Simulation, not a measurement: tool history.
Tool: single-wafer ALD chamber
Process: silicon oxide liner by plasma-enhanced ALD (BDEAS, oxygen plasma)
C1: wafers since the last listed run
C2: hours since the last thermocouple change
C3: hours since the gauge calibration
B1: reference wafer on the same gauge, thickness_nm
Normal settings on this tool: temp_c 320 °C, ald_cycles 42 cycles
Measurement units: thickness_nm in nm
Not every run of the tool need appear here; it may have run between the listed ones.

{"run": 1, "hour": 0.0, "temp_c": 330, "ald_cycles": 42, "C1": 0, "C2": 1798.0, "C3": 181.1, "B1": 3.438, "thickness_nm": 3.752}
{"run": 2, "hour": 31.5, "temp_c": 330, "ald_cycles": 42, "C1": 347, "C2": 1829.5, "C3": 212.6, "B1": 3.442, "thickness_nm": 3.739}
{"run": 3, "hour": 62.2, "temp_c": 320, "ald_cycles": 42, "C1": 338, "C2": 1860.2, "C3": 243.3, "B1": 3.442, "thickness_nm": 3.807}
{"hour": 71.2, "done": "gauge calibrated"}
{"run": 4, "hour": 97.4, "temp_c": 320, "ald_cycles": 36, "C1": 388, "C2": 1895.4, "C3": 26.2, "B1": 3.44, "thickness_nm": 3.258}
{"run": 5, "hour": 124.6, "temp_c": 320, "ald_cycles": 36, "C1": 300, "C2": 1922.6, "C3": 53.4, "B1": 3.445, "thickness_nm": 3.263}
{"run": 6, "hour": 141.9, "temp_c": 320, "ald_cycles": 36, "C1": 190, "C2": 1939.9, "C3": 70.7, "B1": 3.439, "thickness_nm": 3.258}
{"run": 7, "hour": 176.5, "temp_c": 320, "ald_cycles": 38, "C1": 381, "C2": 1974.5, "C3": 105.3, "B1": 3.441, "thickness_nm": 3.461}
{"hour": 201.9, "done": "thermocouple changed; heater temperature recalibrated"}
{"run": 8, "hour": 205.9, "temp_c": 324, "ald_cycles": 46, "C1": 236, "C2": 4.0, "C3": 134.7, "B1": 3.437, "thickness_nm": 4.153}
{"run": 9, "hour": 246.0, "temp_c": 328, "ald_cycles": 42, "C1": 442, "C2": 44.1, "C3": 174.8, "B1": 3.439, "thickness_nm": 3.765}
{"run": 10, "hour": 263.0, "temp_c": 311, "ald_cycles": 38, "C1": 187, "C2": 61.1, "C3": 191.8, "B1": 3.442, "thickness_nm": 3.498}
{"hour": 286.1, "done": "gauge calibrated"}
{"run": 11, "hour": 286.5, "temp_c": 316, "ald_cycles": 37, "C1": 259, "C2": 84.6, "C3": 0.4, "B1": 3.441, "thickness_nm": 3.384}
{"run": 12, "hour": 314.8, "temp_c": 314, "ald_cycles": 39, "C1": 312, "C2": 112.9, "C3": 28.7, "B1": 3.441, "thickness_nm": 3.572}
{"run": 13, "hour": 345.6, "temp_c": 320, "ald_cycles": 42, "C1": 339, "C2": 143.7, "C3": 59.5, "B1": 3.443, "thickness_nm": 3.824}
{"run": 14, "hour": 376.0, "temp_c": 320, "ald_cycles": 42, "C1": 335, "C2": 174.1, "C3": 89.9, "B1": 3.444, "thickness_nm": 3.814}

Hidden condition of the tool, last listed run before each entry between runs versus first listed run after:
After run 3, before run 4: gauge calibrated (hour 71.2)
  nothing in the hidden state changes from one run to the other
After run 7, before run 8: thermocouple changed; heater temperature recalibrated (hour 201.9)
  nothing in the hidden state changes from one run to the other
After run 10, before run 11: gauge calibrated (hour 286.1)
  nothing in the hidden state changes from one run to the other

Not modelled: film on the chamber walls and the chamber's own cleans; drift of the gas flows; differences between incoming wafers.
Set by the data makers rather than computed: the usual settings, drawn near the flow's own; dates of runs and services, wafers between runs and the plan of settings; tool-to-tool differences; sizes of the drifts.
